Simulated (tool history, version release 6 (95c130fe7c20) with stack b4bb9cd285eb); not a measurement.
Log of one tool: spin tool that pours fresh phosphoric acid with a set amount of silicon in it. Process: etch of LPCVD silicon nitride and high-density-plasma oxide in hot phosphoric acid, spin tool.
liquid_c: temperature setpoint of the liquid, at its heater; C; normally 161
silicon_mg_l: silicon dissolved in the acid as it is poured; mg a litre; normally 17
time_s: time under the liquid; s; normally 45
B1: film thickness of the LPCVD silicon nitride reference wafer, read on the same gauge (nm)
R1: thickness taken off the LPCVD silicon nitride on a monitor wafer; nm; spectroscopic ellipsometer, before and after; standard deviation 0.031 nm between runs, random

run 1 hour=0 | liquid_c=161 silicon_mg_l=17 time_s=45 | B1=60.017 | R1=3.692
run 2 hour=41.1 | liquid_c=161 silicon_mg_l=17 time_s=45 | B1=59.988 | R1=3.698
-- hour=87.5 thermometer replaced
run 3 hour=89.1 | liquid_c=161 silicon_mg_l=27 time_s=45 | B1=60.033 | R1=3.695
run 4 hour=113.6 | liquid_c=161 silicon_mg_l=17 time_s=45 | B1=59.987 | R1=3.677
-- hour=158.3 dissolved silicon flow meter replaced
run 5 hour=175.8 | liquid_c=161 silicon_mg_l=17 time_s=70 | B1=59.982 | R1=5.796
run 6 hour=247.3 | liquid_c=161 silicon_mg_l=25 time_s=70 | B1=60.015 | R1=5.689
run 7 hour=286.3 | liquid_c=159.5 silicon_mg_l=9 time_s=35 | B1=60.007 | R1=2.711
run 8 hour=357.4 | liquid_c=162 silicon_mg_l=26.5 time_s=35 | B1=60.004 | R1=2.961
run 9 hour=402 | liquid_c=161 silicon_mg_l=17 time_s=55 | B1=59.984 | R1=4.44
run 10 hour=448.3 | liquid_c=158 silicon_mg_l=4 time_s=70 | B1=60.021 | R1=4.956
run 11 hour=504.8 | liquid_c=162 silicon_mg_l=4 time_s=45 | B1=59.985 | R1=3.734
-- hour=525 heated supply line repaired
run 12 hour=530.6 | liquid_c=161 silicon_mg_l=17 time_s=65 | B1=60.025 | R1=5.896
run 13 hour=588.7 | liquid_c=161 silicon_mg_l=17 time_s=25 | B1=60.001 | R1=2.265
run 14 hour=632.9 | liquid_c=160 silicon_mg_l=10 time_s=45 | B1=60.022 | R1=3.922
run 15 hour=663.7 | liquid_c=163 silicon_mg_l=17 time_s=40 | B1=59.991 | R1=3.885
run 16 hour=705.1 | liquid_c=161 silicon_mg_l=17 time_s=45 | B1=59.992 | R1=4.042
-- hour=706.9 dissolved silicon flow meter replaced
run 17 hour=760.1 | liquid_c=161 silicon_mg_l=17 time_s=45 | B1=59.997 | R1=4.073
run 18 hour=785.9 | liquid_c=162.5 silicon_mg_l=17 time_s=45 | B1=59.991 | R1=4.312
run 19 hour=851 | liquid_c=158 silicon_mg_l=27.5 time_s=50 | B1=60.011 | R1=4.062
run 20 hour=880.1 | liquid_c=161 silicon_mg_l=17 time_s=45 | B1=59.979 | R1=4.02

Branching from run 20: 5 alternative next runs. What would each branch give?
run A hour=880.5 | liquid_c=161 silicon_mg_l=17 time_s=45 | B1=? | R1=?
run B hour=880.5 | liquid_c=161 silicon_mg_l=17 time_s=60 | B1=? | R1=?
run C hour=880.5 | liquid_c=162 silicon_mg_l=17 time_s=60 | B1=? | R1=?
run D hour=880.5 | liquid_c=158 silicon_mg_l=12.5 time_s=70 | B1=? | R1=?
run E hour=880.5 | liquid_c=160 silicon_mg_l=17 time_s=45 | B1=? | R1=?

run=A B1=60.019 R1=4.041
run=B B1=60.019 R1=5.388
run=C B1=60.019 R1=5.571
run=D B1=60.019 R1=5.679
run=E B1=60.019 R1=3.907
Take away the tool's hidden state, keep each run's random variation, and the runs would have read:
run=A R1=4.193
run=B R1=5.59
run=C R1=5.78
run=D R1=5.895
run=E R1=4.054
